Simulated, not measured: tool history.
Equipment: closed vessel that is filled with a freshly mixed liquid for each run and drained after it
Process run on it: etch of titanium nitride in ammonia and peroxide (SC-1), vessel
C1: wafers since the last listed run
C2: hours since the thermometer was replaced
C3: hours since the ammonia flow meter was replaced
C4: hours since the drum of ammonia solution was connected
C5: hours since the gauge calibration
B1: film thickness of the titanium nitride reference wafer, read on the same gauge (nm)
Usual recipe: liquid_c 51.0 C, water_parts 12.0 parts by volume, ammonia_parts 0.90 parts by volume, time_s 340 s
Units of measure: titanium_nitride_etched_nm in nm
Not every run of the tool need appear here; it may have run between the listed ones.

{"run": 1, "hour": 0.0, "liquid_c": 51.0, "water_parts": 12.0, "ammonia_parts": 0.9, "time_s": 340, "C1": 0, "C2": 779.9, "C3": 38.5, "C4": 885.2, "C5": 5.7, "B1": 149.97, "titanium_nitride_etched_nm": 26.59}
{"hour": 8.2, "done": "thermometer replaced"}
{"run": 2, "hour": 16.2, "liquid_c": 51.0, "water_parts": 12.0, "ammonia_parts": 0.9, "time_s": 340, "C1": 1731, "C2": 8.0, "C3": 54.7, "C4": 901.4, "C5": 21.9, "B1": 149.97, "titanium_nitride_etched_nm": 28.93}
{"run": 3, "hour": 22.3, "liquid_c": 51.0, "water_parts": 12.0, "ammonia_parts": 0.9, "time_s": 340, "C1": 695, "C2": 14.1, "C3": 60.8, "C4": 907.5, "C5": 28.0, "B1": 150.01, "titanium_nitride_etched_nm": 29.31}
{"run": 4, "hour": 34.8, "liquid_c": 51.0, "water_parts": 12.0, "ammonia_parts": 0.9, "time_s": 340, "C1": 1424, "C2": 26.6, "C3": 73.3, "C4": 920.0, "C5": 40.5, "B1": 150.01, "titanium_nitride_etched_nm": 28.78}
{"run": 5, "hour": 44.6, "liquid_c": 51.0, "water_parts": 12.0, "ammonia_parts": 0.9, "time_s": 340, "C1": 1116, "C2": 36.4, "C3": 83.1, "C4": 929.8, "C5": 50.3, "B1": 150.0, "titanium_nitride_etched_nm": 29.06}
{"hour": 48.6, "done": "new drum of ammonia solution connected"}
{"run": 6, "hour": 59.1, "liquid_c": 51.0, "water_parts": 12.0, "ammonia_parts": 0.5, "time_s": 540, "C1": 1538, "C2": 50.9, "C3": 97.6, "C4": 10.5, "C5": 64.8, "B1": 149.98, "titanium_nitride_etched_nm": 41.43}
{"run": 7, "hour": 66.4, "liquid_c": 59.5, "water_parts": 16.0, "ammonia_parts": 1.2, "time_s": 340, "C1": 831, "C2": 58.2, "C3": 104.9, "C4": 17.8, "C5": 72.1, "B1": 149.99, "titanium_nitride_etched_nm": 45.9}
{"run": 8, "hour": 78.7, "liquid_c": 51.0, "water_parts": 12.0, "ammonia_parts": 0.45, "time_s": 275, "C1": 1401, "C2": 70.5, "C3": 117.2, "C4": 30.1, "C5": 84.4, "B1": 149.96, "titanium_nitride_etched_nm": 20.7}
{"run": 9, "hour": 85.8, "liquid_c": 51.0, "water_parts": 12.0, "ammonia_parts": 0.9, "time_s": 340, "C1": 808, "C2": 77.6, "C3": 124.3, "C4": 37.2, "C5": 91.5, "B1": 149.99, "titanium_nitride_etched_nm": 28.75}
{"run": 10, "hour": 101.4, "liquid_c": 42.0, "water_parts": 17.0, "ammonia_parts": 0.9, "time_s": 340, "C1": 1777, "C2": 93.2, "C3": 139.9, "C4": 52.8, "C5": 107.1, "B1": 150.0, "titanium_nitride_etched_nm": 12.56}
{"run": 11, "hour": 118.6, "liquid_c": 51.0, "water_parts": 12.0, "ammonia_parts": 0.9, "time_s": 340, "C1": 1959, "C2": 110.4, "C3": 157.1, "C4": 70.0, "C5": 124.3, "B1": 149.99, "titanium_nitride_etched_nm": 28.51}
{"run": 12, "hour": 129.8, "liquid_c": 51.0, "water_parts": 12.0, "ammonia_parts": 0.75, "time_s": 340, "C1": 1276, "C2": 121.6, "C3": 168.3, "C4": 81.2, "C5": 135.5, "B1": 150.03, "titanium_nitride_etched_nm": 27.77}
{"run": 13, "hour": 144.0, "liquid_c": 51.0, "water_parts": 7.5, "ammonia_parts": 0.9, "time_s": 340, "C1": 1617, "C2": 135.8, "C3": 182.5, "C4": 95.4, "C5": 149.7, "B1": 150.0, "titanium_nitride_etched_nm": 36.07}
{"run": 14, "hour": 160.2, "liquid_c": 51.0, "water_parts": 12.0, "ammonia_parts": 0.9, "time_s": 340, "C1": 1845, "C2": 152.0, "C3": 198.7, "C4": 111.6, "C5": 165.9, "B1": 150.0, "titanium_nitride_etched_nm": 28.4}
{"run": 15, "hour": 174.8, "liquid_c": 51.0, "water_parts": 12.0, "ammonia_parts": 0.45, "time_s": 275, "C1": 1663, "C2": 166.6, "C3": 213.3, "C4": 126.2, "C5": 180.5, "B1": 150.04, "titanium_nitride_etched_nm": 20.34}
{"run": 16, "hour": 188.1, "liquid_c": 51.0, "water_parts": 12.0, "ammonia_parts": 0.9, "time_s": 340, "C1": 1515, "C2": 179.9, "C3": 226.6, "C4": 139.5, "C5": 193.8, "B1": 150.02, "titanium_nitride_etched_nm": 28.79}
{"run": 17, "hour": 194.1, "liquid_c": 51.0, "water_parts": 17.0, "ammonia_parts": 1.05, "time_s": 340, "C1": 683, "C2": 185.9, "C3": 232.6, "C4": 145.5, "C5": 199.8, "B1": 150.0, "titanium_nitride_etched_nm": 24.37}
{"run": 18, "hour": 209.0, "liquid_c": 47.0, "water_parts": 12.0, "ammonia_parts": 0.65, "time_s": 140, "C1": 1697, "C2": 200.8, "C3": 247.5, "C4": 160.4, "C5": 214.7, "B1": 149.98, "titanium_nitride_etched_nm": 8.35}
{"run": 19, "hour": 216.7, "liquid_c": 54.5, "water_parts": 14.5, "ammonia_parts": 0.45, "time_s": 215, "C1": 877, "C2": 208.5, "C3": 255.2, "C4": 168.1, "C5": 222.4, "B1": 150.03, "titanium_nitride_etched_nm": 18.5}
{"run": 20, "hour": 226.2, "liquid_c": 41.5, "water_parts": 12.0, "ammonia_parts": 0.9, "time_s": 340, "C1": 1082, "C2": 218.0, "C3": 264.7, "C4": 177.6, "C5": 231.9, "B1": 150.0, "titanium_nitride_etched_nm": 14.55}
{"run": 21, "hour": 235.3, "liquid_c": 51.0, "water_parts": 13.5, "ammonia_parts": 0.9, "time_s": 340, "C1": 1036, "C2": 227.1, "C3": 273.8, "C4": 186.7, "C5": 241.0, "B1": 150.01, "titanium_nitride_etched_nm": 26.86}
{"run": 22, "hour": 244.2, "liquid_c": 58.0, "water_parts": 12.0, "ammonia_parts": 0.9, "time_s": 470, "C1": 1014, "C2": 236.0, "C3": 282.7, "C4": 195.6, "C5": 249.9, "B1": 149.99, "titanium_nitride_etched_nm": 62.91}
{"run": 23, "hour": 261.8, "liquid_c": 51.0, "water_parts": 12.0, "ammonia_parts": 0.9, "time_s": 170, "C1": 2005, "C2": 253.6, "C3": 300.3, "C4": 213.2, "C5": 267.5, "B1": 149.98, "titanium_nitride_etched_nm": 14.34}
{"run": 24, "hour": 270.2, "liquid_c": 51.0, "water_parts": 12.0, "ammonia_parts": 0.9, "time_s": 340, "C1": 957, "C2": 262.0, "C3": 308.7, "C4": 221.6, "C5": 275.9, "B1": 150.03, "titanium_nitride_etched_nm": 28.25}
{"run": 25, "hour": 285.0, "liquid_c": 43.0, "water_parts": 17.0, "ammonia_parts": 0.9, "time_s": 340, "C1": 1686, "C2": 276.8, "C3": 323.5, "C4": 236.4, "C5": 290.7, "B1": 149.97, "titanium_nitride_etched_nm": 13.28}
{"run": 26, "hour": 298.9, "liquid_c": 51.0, "water_parts": 12.0, "ammonia_parts": 0.9, "time_s": 340, "C1": 1583, "C2": 290.7, "C3": 337.4, "C4": 250.3, "C5": 304.6, "B1": 150.03, "titanium_nitride_etched_nm": 28.21}
{"run": 27, "hour": 311.2, "liquid_c": 51.0, "water_parts": 12.0, "ammonia_parts": 1.2, "time_s": 535, "C1": 1401, "C2": 303.0, "C3": 349.7, "C4": 262.6, "C5": 316.9, "B1": 150.01, "titanium_nitride_etched_nm": 46.59}
{"run": 28, "hour": 317.8, "liquid_c": 51.0, "water_parts": 12.0, "ammonia_parts": 0.9, "time_s": 240, "C1": 752, "C2": 309.6, "C3": 356.3, "C4": 269.2, "C5": 323.5, "B1": 150.03, "titanium_nitride_etched_nm": 20.26}

Branching from run 28: 4 alternative next runs. What would each branch give?
{"run": "A", "hour": 318.5, "liquid_c": 51.0, "water_parts": 12.0, "ammonia_parts": 1.05, "time_s": 340, "C1": 79, "C2": 310.3, "C3": 357.0, "C4": 269.9, "C5": 324.2, "B1": "?", "titanium_nitride_etched_nm": "?"}
{"run": "B", "hour": 318.5, "liquid_c": 51.0, "water_parts": 8.5, "ammonia_parts": 1.15, "time_s": 340, "C1": 79, "C2": 310.3, "C3": 357.0, "C4": 269.9, "C5": 324.2, "B1": "?", "titanium_nitride_etched_nm": "?"}
{"run": "C", "hour": 318.5, "liquid_c": 51.0, "water_parts": 6.5, "ammonia_parts": 0.9, "time_s": 340, "C1": 79, "C2": 310.3, "C3": 357.0, "C4": 269.9, "C5": 324.2, "B1": "?", "titanium_nitride_etched_nm": "?"}
{"run": "D", "hour": 318.5, "liquid_c": 51.0, "water_parts": 12.0, "ammonia_parts": 0.9, "time_s": 530, "C1": 79, "C2": 310.3, "C3": 357.0, "C4": 269.9, "C5": 324.2, "B1": "?", "titanium_nitride_etched_nm": "?"}

run=A B1=149.99 titanium_nitride_etched_nm=28.50
run=B B1=149.99 titanium_nitride_etched_nm=34.28
run=C B1=149.99 titanium_nitride_etched_nm=37.63
run=D B1=149.99 titanium_nitride_etched_nm=43.36
Without the tool's hidden state the same runs would have given:
run=A titanium_nitride_etched_nm=29.37
run=B titanium_nitride_etched_nm=35.32
run=C titanium_nitride_etched_nm=38.77
run=D titanium_nitride_etched_nm=44.68
